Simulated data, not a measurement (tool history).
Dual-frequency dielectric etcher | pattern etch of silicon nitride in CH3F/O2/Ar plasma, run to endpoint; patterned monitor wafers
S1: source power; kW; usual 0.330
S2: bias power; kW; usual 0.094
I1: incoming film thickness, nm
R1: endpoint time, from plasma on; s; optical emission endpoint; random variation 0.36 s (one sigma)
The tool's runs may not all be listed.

run   hour     S1     S2     I1    R1
  1    0.0  0.330  0.094  41.90  53.8
  2   15.8  0.330  0.094  41.87  54.3
  3   25.2  0.330  0.094  42.23  54.8
  4   42.4  0.330  0.094  41.76  53.9
  5   49.1  0.370  0.106  41.80  50.1
  6   57.8  0.330  0.081  42.22  57.9
  7   64.9  0.370  0.094  41.58  52.2
  8   71.9  0.370  0.094  41.84  52.4
  9   86.7  0.370  0.094  42.19  52.7
     101.7  -- bias power generator calibrated
 10  102.8  0.330  0.094  41.44  53.4
     128.2  -- upper electrode replaced
 11  128.7  0.330  0.094  42.38  54.8
 12  129.0  0.330  0.094  41.82  53.6
 13  131.9  0.380  0.094  41.65  52.1
 14  147.9  0.330  0.094  42.21  54.4
 15  155.6  0.360  0.073  41.62  57.6
     176.3  -- source power generator calibrated
     187.2  -- wet clean of the chamber
 16  187.7  0.360  0.081  41.48  58.1
 17  188.0  0.300  0.094  42.20  58.4
 18  194.5  0.330  0.094  41.84  56.3
 19  236.1  0.390  0.106  42.00  51.1
 20  242.4  0.400  0.112  42.07  49.6
 21  258.6  0.330  0.094  41.81  55.5
 22  265.3  0.400  0.100  42.00  51.6
 23  279.9  0.290  0.076  42.50  64.0
 24  289.1  0.330  0.094  42.12  56.2
 25  298.0  0.360  0.082  41.63  57.7
 26  306.4  0.250  0.117  41.89  55.0
 27  319.4  0.330  0.076  41.88  60.6

Forecast each of these 5 alternatives for the next run:
  A  319.8  0.330  0.094  42.15   ?
  B  319.8  0.390  0.112  42.15   ?
  C  319.8  0.260  0.112  42.15   ?
  D  319.8  0.280  0.100  42.15   ?
  E  319.8  0.250  0.084  42.15   ?

run    R1
  A  56.1
  B  49.7
  C  55.8
  D  57.3
  E  63.6
Without the tool's hidden state the same runs would have given:
run    R1
  A  57.0
  B  50.5
  C  56.7
  D  58.2
  E  64.6
